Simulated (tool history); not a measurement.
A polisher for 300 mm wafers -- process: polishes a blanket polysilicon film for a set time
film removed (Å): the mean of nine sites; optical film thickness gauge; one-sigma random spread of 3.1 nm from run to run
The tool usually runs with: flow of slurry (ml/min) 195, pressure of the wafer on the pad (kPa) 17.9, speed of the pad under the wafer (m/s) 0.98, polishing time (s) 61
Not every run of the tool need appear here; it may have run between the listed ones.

run,hour,flow of slurry (ml/min),pressure of the wafer on the pad (kPa),speed of the pad under the wafer (m/s),polishing time (s),"incoming thickness of the incoming film, nm",film removed (Å)
1,0,195,20.7,0.98,61,2358.2,4105
2,11.1,195,20.7,0.98,61,2382,4127
# hour 20.4: worn pad replaced by a new one
3,43.9,195,17.9,0.98,61,2386.6,3716
4,59.7,195,17.9,0.98,61,2331.5,3727
5,77.2,195,17.9,0.98,61,2362.1,3682
6,85.5,195,17.9,0.8,61,2371.7,3179
7,100.2,195,17.9,0.98,61,2324.2,3648
8,115.4,195,17.9,0.98,77,2337.5,4552
# hour 131.6: worn pad replaced by a new one
9,132.1,195,17.9,1.06,61,2361.8,3887
10,143.5,195,17.9,0.98,61,2390.2,3741
11,159.3,195,17.9,0.98,61,2379.5,3677
12,170.3,195,17.9,0.98,61,2362,3640
13,176.4,240,17.9,0.98,61,2343.9,3739
# hour 191: slurry nozzle cleaned
14,215.9,240,17.9,0.98,61,2337.8,3690
15,226.1,195,17.9,0.98,61,2368.1,3580
16,241.9,195,17.9,0.98,61,2388.7,3536
# hour 250: worn pad replaced by a new one
17,252.9,225,15.9,0.8,80,2319,3824
# hour 255: head pressure recalibrated
18,259.1,255,15.2,1.06,47,2357.2,3026
19,276.1,195,17.9,0.98,67,2357.9,4444
20,293.2,195,17.9,0.98,61,2337.1,4057
21,303,230,15.9,0.74,54,2378.9,2736
22,315.4,215,14.5,0.88,54,2339.3,2857
23,321.8,195,17.9,0.98,50,2370.6,3295
24,334.3,155,12.4,1.12,74,2321.1,4003
25,343.9,265,13.1,0.98,67,2350.6,3645
26,350.3,195,17.9,0.98,61,2318.6,3985
27,368.3,195,17.9,0.98,61,2350.9,3944
# hour 383.8: worn pad replaced by a new one
28,384.3,195,17.9,0.98,61,2344.8,4033
29,400.4,125,22.8,1.14,51,2336.5,4357
30,412.9,245,21.4,1.24,61,2347.2,5589
31,426.1,195,21.4,1.28,61,2330.6,5577
32,439,195,17.9,0.98,61,2402.9,3954
33,449.4,195,17.9,0.98,61,2352.5,4009
34,457.2,195,17.9,0.98,61,2411.8,3983
35,472.9,195,17.9,0.98,79,2367.4,5167
36,484.8,225,23.4,0.84,79,2355.4,5707
37,493.5,195,17.9,0.98,61,2365.6,3935
38,510.8,195,15.9,0.98,46,2360.2,2675

Run by run, hidden condition taken away, random variation retained:
What the log doesn't record here: removal rate lost through wear of the pad, %; slurry flow missing at the pad, %; deviation of the head's pressure from its setpoint, %.
run,film removed (Å)
1,4630
2,4688
3,4097
4,4127
5,4101
6,3552
7,4103
8,5159
9,4353
10,4198
11,4141
12,4112
13,4232
14,4247
15,4143
16,4130
17,4345
18,3078
19,4526
20,4143
21,2799
22,2933
23,3388
24,4133
25,3777
26,4140
27,4133
28,4121
29,4455
30,5724
31,5723
32,4069
33,4137
34,4120
35,5375
36,5967
37,4131
38,2834
